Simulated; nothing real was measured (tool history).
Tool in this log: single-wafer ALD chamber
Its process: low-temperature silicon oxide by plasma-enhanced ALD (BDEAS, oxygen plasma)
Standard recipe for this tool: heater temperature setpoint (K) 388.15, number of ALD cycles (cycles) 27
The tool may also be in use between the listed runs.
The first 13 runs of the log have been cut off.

run,hour,heater temperature setpoint (K),number of ALD cycles (cycles),"read-back reference wafer on the same gauge, thickness_nm",mean film thickness on the monitor wafer (nm)
14,149.3,396.15,27,3.121,3.463
15,166.2,396.15,27,3.119,3.467
16,177.5,396.15,27,3.120,3.478
17,194.3,388.15,27,3.119,3.537
18,204.3,388.15,27,3.119,3.532
19,214.2,388.15,27,3.120,3.517
20,230.6,388.15,27,3.120,3.535
21,238.2,388.15,27,3.121,3.519
22,248.6,388.15,27,3.119,3.532
# hour 249.3: gauge calibrated
23,264.4,388.15,27,3.119,3.515
24,272.6,402.15,23,3.120,2.913
25,279.0,388.15,24,3.119,3.127
26,285.6,382.15,29,3.119,3.843
27,302.8,397.15,27,3.121,3.473
28,308.8,398.15,27,3.121,3.458
29,318.6,388.15,22,3.121,2.856
30,325.5,394.15,32,3.120,4.113
31,331.6,392.15,27,3.121,3.507
32,338.9,394.15,31,3.119,3.999

What will run 33 give?
33,352.1,399.15,22,?,?

read-back reference wafer on the same gauge, thickness_nm: 3.119
mean film thickness on the monitor wafer (nm): 2.805
Had the tool carried no hidden state, the very same run would have given mean film thickness on the monitor wafer (nm) 2.805.

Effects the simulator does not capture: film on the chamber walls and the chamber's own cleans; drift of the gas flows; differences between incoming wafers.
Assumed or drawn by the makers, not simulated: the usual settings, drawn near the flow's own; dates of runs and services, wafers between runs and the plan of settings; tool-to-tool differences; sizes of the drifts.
